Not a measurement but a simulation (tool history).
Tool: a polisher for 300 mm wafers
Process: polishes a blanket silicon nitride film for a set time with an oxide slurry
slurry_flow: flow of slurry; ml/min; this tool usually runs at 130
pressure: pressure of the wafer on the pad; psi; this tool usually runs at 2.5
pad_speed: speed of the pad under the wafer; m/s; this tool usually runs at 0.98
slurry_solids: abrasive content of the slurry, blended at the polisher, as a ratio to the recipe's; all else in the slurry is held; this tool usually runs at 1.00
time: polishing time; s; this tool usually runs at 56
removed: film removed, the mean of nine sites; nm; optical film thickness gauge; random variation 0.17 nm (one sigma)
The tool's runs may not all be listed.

run,hour,slurry_flow,pressure,pad_speed,slurry_solids,time,wafers since the last listed run,wafers polished on this pad,hours since the slurry nozzle was cleaned,hours since the head pressure was calibrated,hours since the slurry blender was calibrated,hours since the conditioning disc was replaced,"incoming thickness of the incoming film, nm",removed
1,0.0,130,2.5,0.98,1.00,56,0,1810,336.3,691.6,196.7,368.5,518.4,23.7
2,33.1,130,3.2,0.98,0.75,56,303,2114,369.4,724.7,229.8,401.6,520.4,25.1
# hour 84.2: conditioning disc replaced and pad reconditioned
3,96.1,130,3.2,0.98,0.75,56,559,2674,432.4,787.7,292.8,11.9,510.8,24.9
4,123.8,130,3.2,0.98,0.75,56,254,2928,460.1,815.4,320.5,39.6,518.9,24.6
# hour 133.5: slurry blender recalibrated
# hour 159.5: worn pad replaced by a new one
5,169.2,130,2.5,0.98,1.00,56,361,89,505.5,860.8,35.7,85.0,518.7,23.5
6,203.2,130,2.5,0.98,1.00,56,312,401,539.5,894.8,69.7,119.0,517.2,23.5
7,260.1,130,2.5,0.98,1.00,56,522,923,596.4,951.7,126.6,175.9,518.1,23.2
# hour 283.0: slurry nozzle cleaned
8,319.9,130,2.5,1.18,1.00,56,539,1462,36.9,1011.5,186.4,235.7,529.1,28.5
9,376.2,130,2.5,1.18,1.00,56,516,1979,93.2,1067.8,242.7,292.0,514.1,28.0
10,424.0,175,2.0,0.78,1.00,38,438,2418,141.0,1115.6,290.5,339.8,515.3,12.4
# hour 438.6: worn pad replaced by a new one
11,472.9,130,2.0,0.98,1.00,41,412,314,189.9,1164.5,339.4,388.7,510.6,15.3
# hour 499.2: slurry blender recalibrated
12,505.1,130,2.5,0.82,0.90,39,277,591,222.1,1196.7,5.9,420.9,513.3,14.0
# hour 563.2: conditioning disc replaced and pad reconditioned
13,567.9,130,3.1,0.98,1.00,71,558,1149,284.9,1259.5,68.7,4.7,525.2,35.5
14,624.3,130,2.5,0.98,1.00,63,517,1667,341.3,1315.9,125.1,61.1,513.9,26.7
15,669.3,85,2.5,0.98,1.25,56,413,2080,386.3,1360.9,170.1,106.1,522.2,23.3
16,719.0,130,2.5,1.10,0.90,56,456,2536,436.0,1410.6,219.8,155.8,520.6,24.9
# hour 730.8: head pressure recalibrated
17,763.9,130,2.5,0.98,1.00,56,393,2930,480.9,33.1,264.7,200.7,517.2,23.9
# hour 771.8: worn pad replaced by a new one
18,818.6,130,2.5,0.88,1.10,56,465,429,535.6,87.8,319.4,255.4,514.4,22.1
# hour 822.8: slurry blender recalibrated
19,882.7,130,2.0,0.76,1.00,68,569,999,599.7,151.9,59.9,319.5,515.6,19.8
# hour 885.1: slurry nozzle cleaned
20,950.9,130,2.5,0.98,1.00,63,616,1615,65.8,220.1,128.1,387.7,514.9,27.5
21,975.0,130,2.5,0.98,1.00,56,221,1837,89.9,244.2,152.2,411.8,520.5,24.1
# hour 987.0: conditioning disc replaced and pad reconditioned
22,1033.6,130,1.8,0.98,1.00,56,519,2356,148.5,302.8,210.8,46.6,520.3,19.6
23,1091.6,130,2.0,0.98,1.00,41,532,2888,206.5,360.8,268.8,104.6,521.4,15.2
# hour 1108.1: worn pad replaced by a new one
24,1152.3,130,2.5,0.98,1.00,56,520,405,267.2,421.5,329.5,165.3,518.8,23.9
# hour 1159.0: slurry blender recalibrated
25,1224.0,160,2.5,1.30,1.00,56,639,1045,338.9,493.2,65.0,237.0,521.7,30.9

Each row is a separate what-if for the run after 25, all from the same tool condition, not one after another. Results?
A,1224.4,130,2.5,0.98,0.70,56,3,1049,339.3,493.6,65.4,237.4,511.0,?
B,1224.4,100,2.5,0.98,0.85,56,3,1049,339.3,493.6,65.4,237.4,511.0,?
C,1224.4,130,2.5,0.98,0.75,56,3,1049,339.3,493.6,65.4,237.4,511.0,?
D,1224.4,150,2.5,0.98,1.00,62,3,1049,339.3,493.6,65.4,237.4,511.0,?

run,removed
A,20.5
B,21.1
C,21.2
D,27.2
With the hidden condition removed and each run's random variation left untouched, the same runs would have given:
run,removed
A,21.1
B,21.8
C,21.7
D,27.9

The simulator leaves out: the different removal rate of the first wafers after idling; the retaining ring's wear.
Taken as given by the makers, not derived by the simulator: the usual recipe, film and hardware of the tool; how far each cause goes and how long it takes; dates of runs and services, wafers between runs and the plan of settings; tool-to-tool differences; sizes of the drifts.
